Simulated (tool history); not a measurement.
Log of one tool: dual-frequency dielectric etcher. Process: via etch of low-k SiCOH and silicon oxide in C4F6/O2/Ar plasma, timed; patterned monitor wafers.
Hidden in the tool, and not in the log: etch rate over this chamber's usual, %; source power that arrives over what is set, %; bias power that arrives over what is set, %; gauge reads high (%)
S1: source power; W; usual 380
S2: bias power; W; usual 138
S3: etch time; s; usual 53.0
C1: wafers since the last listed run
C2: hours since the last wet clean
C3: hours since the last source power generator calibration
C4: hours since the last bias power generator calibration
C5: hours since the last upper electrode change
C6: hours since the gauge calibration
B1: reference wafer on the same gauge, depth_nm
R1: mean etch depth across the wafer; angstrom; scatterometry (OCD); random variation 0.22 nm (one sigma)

Run 1, hour 0.0: usual settings but S1 410 W, S3 65.5 s; C1 0; C2 67.4; C3 3871.6; C4 1412.6; C5 2558.2; C6 221.5; B1 118.9. Result: R1 1407 angstrom.
Run 2, hour 29.0: usual settings; C1 214; C2 96.4; C3 3900.6; C4 1441.6; C5 2587.2; C6 250.5; B1 118.9. Result: R1 1097 angstrom.
Run 3, hour 48.0: usual settings; C1 140; C2 115.4; C3 3919.6; C4 1460.6; C5 2606.2; C6 269.5; B1 119.0. Result: R1 1097 angstrom.
Run 4, hour 72.9: usual settings; C1 184; C2 140.3; C3 3944.5; C4 1485.5; C5 2631.1; C6 294.4; B1 118.9. Result: R1 1092 angstrom.
Run 5, hour 106.1: usual settings but S1 320 W; C1 245; C2 173.5; C3 3977.7; C4 1518.7; C5 2664.3; C6 327.6; B1 119.1. Result: R1 992 angstrom.
Run 6, hour 133.0: usual settings but S1 320 W; C1 199; C2 200.4; C3 4004.6; C4 1545.6; C5 2691.2; C6 354.5; B1 119.0. Result: R1 997 angstrom.
Run 7, hour 161.3: usual settings but S1 320 W; C1 209; C2 228.7; C3 4032.9; C4 1573.9; C5 2719.5; C6 382.8; B1 119.0. Result: R1 991 angstrom.
Run 8, hour 225.2: usual settings; C1 472; C2 292.6; C3 4096.8; C4 1637.8; C5 2783.4; C6 446.7; B1 119.0. Result: R1 1103 angstrom.
Run 9, hour 253.3: usual settings; C1 207; C2 320.7; C3 4124.9; C4 1665.9; C5 2811.5; C6 474.8; B1 118.9. Result: R1 1103 angstrom.
Run 10, hour 265.3: usual settings; C1 88; C2 332.7; C3 4136.9; C4 1677.9; C5 2823.5; C6 486.8; B1 119.0. Result: R1 1108 angstrom.
Run 11, hour 284.4: usual settings but S2 118 W; C1 141; C2 351.8; C3 4156.0; C4 1697.0; C5 2842.6; C6 505.9; B1 119.1. Result: R1 1047 angstrom.
At hour 288.7: source power generator calibrated.
Run 12, hour 302.4: usual settings but S2 118 W; C1 103; C2 369.8; C3 13.7; C4 1715.0; C5 2860.6; C6 523.9; B1 119.0. Result: R1 1051 angstrom.
Run 13, hour 322.6: usual settings but S1 470 W, S2 171 W, S3 46.5 s; C1 149; C2 390.0; C3 33.9; C4 1735.2; C5 2880.8; C6 544.1; B1 118.9. Result: R1 1172 angstrom.
Run 14, hour 343.5: usual settings but S2 114 W, S3 64.5 s; C1 154; C2 410.9; C3 54.8; C4 1756.1; C5 2901.7; C6 565.0; B1 119.0. Result: R1 1269 angstrom.
Run 15, hour 376.7: usual settings but S1 290 W, S3 44.0 s; C1 245; C2 444.1; C3 88.0; C4 1789.3; C5 2934.9; C6 598.2; B1 119.0. Result: R1 782 angstrom.
At hour 405.6: bias power generator calibrated.
At hour 430.5: wet clean of the chamber.
Run 16, hour 431.0: usual settings but S2 121 W, S3 40.0 s; C1 194; C2 0.5; C3 142.3; C4 25.4; C5 2989.2; C6 652.5; B1 119.0. Result: R1 826 angstrom.
At hour 450.9: gauge calibrated.
At hour 459.3: upper electrode replaced.
Run 17, hour 459.8: usual settings but S2 126 W; C1 35; C2 29.3; C3 171.1; C4 54.2; C5 0.5; C6 8.9; B1 118.9. Result: R1 1108 angstrom.
Run 18, hour 460.6: usual settings but S1 350 W, S3 61.5 s; C1 5; C2 30.1; C3 171.9; C4 55.0; C5 1.3; C6 9.7; B1 118.9. Result: R1 1259 angstrom.
Run 19, hour 481.0: usual settings but S2 122 W, S3 44.0 s; C1 150; C2 50.5; C3 192.3; C4 75.4; C5 21.7; C6 30.1; B1 119.1. Result: R1 910 angstrom.
At hour 529.5: wet clean of the chamber, repeated, since the last time left the tool worse.
Run 20, hour 530.0: usual settings but S3 42.0 s; C1 185; C2 0.5; C3 241.3; C4 124.4; C5 70.7; C6 79.1; B1 119.0. Result: R1 860 angstrom.
Run 21, hour 545.3: usual settings but S2 122 W, S3 44.0 s; C1 113; C2 15.8; C3 256.6; C4 139.7; C5 86.0; C6 94.4; B1 119.0. Result: R1 868 angstrom.
Run 22, hour 577.6: usual settings; C1 239; C2 48.1; C3 288.9; C4 172.0; C5 118.3; C6 126.7; B1 118.9. Result: R1 1087 angstrom.
Run 23, hour 591.5: usual settings but S3 60.5 s; C1 102; C2 62.0; C3 302.8; C4 185.9; C5 132.2; C6 140.6; B1 118.8. Result: R1 1241 angstrom.
Run 24, hour 603.7: usual settings; C1 90; C2 74.2; C3 315.0; C4 198.1; C5 144.4; C6 152.8; B1 118.8. Result: R1 1088 angstrom.
Run 25, hour 626.4: usual settings; C1 168; C2 96.9; C3 337.7; C4 220.8; C5 167.1; C6 175.5; B1 119.0. Result: R1 1089 angstrom.

Hidden state or all else? Some run-to-run changes of R1, split into what the settings, what came in and random variation would give without the hidden state, and what is left for the hidden state (with any gauge scatter that isn't in both results):
Run 14 -> 15: S1 380 -> 290, S2 114 -> 138, S3 64.5 -> 44.0. R1 -487 angstrom: hidden state -8, all else -479.
Run 15 -> 16: S1 290 -> 380, S2 138 -> 121, S3 44.0 -> 40.0, bias power generator calibrated, wet clean of the chamber. R1 +44 angstrom: hidden state +20, all else +24.
Run 18 -> 19: S1 350 -> 380, S2 138 -> 122, S3 61.5 -> 44.0. R1 -349 angstrom: hidden state -15, all else -334.
Run 19 -> 20: S2 122 -> 138, S3 44.0 -> 42.0, wet clean of the chamber, repeated, since the last time left the tool worse. R1 -50 angstrom: hidden state -44, all else -6.
